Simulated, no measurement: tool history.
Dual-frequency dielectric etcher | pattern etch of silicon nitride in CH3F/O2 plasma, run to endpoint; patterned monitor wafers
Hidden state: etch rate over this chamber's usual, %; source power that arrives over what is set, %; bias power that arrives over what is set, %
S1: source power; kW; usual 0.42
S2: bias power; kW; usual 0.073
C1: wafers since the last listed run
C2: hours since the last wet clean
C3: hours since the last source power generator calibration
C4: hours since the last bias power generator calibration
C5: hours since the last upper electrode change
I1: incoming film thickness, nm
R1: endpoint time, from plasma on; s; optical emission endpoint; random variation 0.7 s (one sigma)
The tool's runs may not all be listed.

run,day,S1,S2,C1,C2,C3,C4,C5,I1,R1
1,0,0.42,0.087,0,446,2359.6,2406.7,3958,93.7,95
# day 2.071: wet clean of the chamber
2,2.092,0.48,0.073,204,0.5,2409.8,2456.9,4008.2,94.1,88.1
3,2.108,0.48,0.073,3,0.9,2410.2,2457.3,4008.6,93.7,85.3
4,2.562,0.42,0.073,85,11.8,2421.1,2468.2,4019.5,94.4,94.1
5,3.692,0.42,0.073,211,38.9,2448.2,2495.3,4046.6,93.5,92.7
6,4.438,0.42,0.073,139,56.8,2466.1,2513.2,4064.5,94.4,94.4
7,7.538,0.42,0.073,580,131.2,2540.5,2587.6,4138.9,93.3,93.4
8,8.95,0.42,0.073,264,165.1,2574.4,2621.5,4172.8,93.1,94.9
# day 10.433: wet clean of the chamber, repeated, since the last time left the tool worse
9,10.454,0.42,0.073,94,0.5,2610.5,2657.6,4208.9,94.1,101.3
10,10.683,0.42,0.063,42,6,2616,2663.1,4214.4,93.1,103
11,11.3,0.42,0.063,115,20.8,2630.8,2677.9,4229.2,92.4,103.1
12,12.142,0.5,0.056,157,41,2651,2698.1,4249.4,93.7,101
13,13.062,0.42,0.073,172,63.1,2673.1,2720.2,4271.5,92.8,98.7
14,13.992,0.33,0.083,173,85.4,2695.4,2742.5,4293.8,94.1,109.3
15,14.879,0.47,0.084,166,106.7,2716.7,2763.8,4315.1,93.6,89.4
16,15.442,0.42,0.084,105,120.2,2730.2,2777.3,4328.6,93.1,94
17,16.658,0.42,0.073,227,149.4,2759.4,2806.5,4357.8,93.1,99.1
# day 17.762: bias power generator calibrated
18,17.979,0.42,0.079,216,181.1,2791.1,5.2,4389.5,93.8,97.2
19,19.212,0.42,0.067,230,210.7,2820.7,34.8,4419.1,93.2,103.1
# day 20.279: upper electrode replaced
20,20.312,0.46,0.059,18,237.1,2847.1,61.2,0.8,93.5,103.3
21,21.471,0.47,0.065,216,264.9,2874.9,89,28.6,94,100.3
# day 22.888: source power generator calibrated
22,23.025,0.42,0.073,259,302.2,3.3,126.3,65.9,93.9,101.4
23,25.788,0.42,0.073,517,368.5,69.6,192.6,132.2,93.7,103
24,27.033,0.38,0.079,233,398.4,99.5,222.5,162.1,93.9,104.9
25,28.083,0.45,0.066,196,423.6,124.7,247.7,187.3,93.9,103
26,29.404,0.42,0.073,247,455.3,156.4,279.4,219,93.4,100.8
27,30.796,0.47,0.073,260,488.7,189.8,312.8,252.4,94.3,97.1
28,32.108,0.42,0.06,245,520.2,221.3,344.3,283.9,93,109.8
# day 33.788: wet clean of the chamber
29,33.808,0.48,0.068,131,0.5,262.1,385.1,324.7,94.1,96.3
30,33.904,0.49,0.089,17,2.8,264.4,387.4,327,94,84.6
31,35.238,0.42,0.073,249,34.8,296.4,419.4,359,93.3,99
32,35.942,0.5,0.081,131,51.7,313.3,436.3,375.9,94.8,88.2
33,37.333,0.39,0.079,260,85.1,346.7,469.7,409.3,92.7,100.9
34,38.317,0.36,0.066,184,108.7,370.3,493.3,432.9,95.1,115
35,39.375,0.32,0.073,198,134.1,395.7,518.7,458.3,93.8,118.2

What the log doesn't show, run by run:
source power that arrives over what is set, %: 0 in every run
bias power that arrives over what is set, %: 0 in every run
H1: etch rate over this chamber's usual, %
run,H1
1,-3.62
2,6.93
3,6.93
4,6.86
5,6.67
6,6.55
7,6.05
8,5.82
9,0.196
10,0.159
11,0.0587
12,-0.0778
13,-0.227
14,-0.378
15,-0.522
16,-0.613
17,-0.81
18,-1.02
19,-1.22
20,-1.4
21,-1.59
22,-1.84
23,-2.29
24,-2.49
25,-2.66
26,-2.88
27,-3.1
28,-3.32
29,0.207
30,0.191
31,-0.0251
32,-0.139
33,-0.365
34,-0.525
35,-0.696

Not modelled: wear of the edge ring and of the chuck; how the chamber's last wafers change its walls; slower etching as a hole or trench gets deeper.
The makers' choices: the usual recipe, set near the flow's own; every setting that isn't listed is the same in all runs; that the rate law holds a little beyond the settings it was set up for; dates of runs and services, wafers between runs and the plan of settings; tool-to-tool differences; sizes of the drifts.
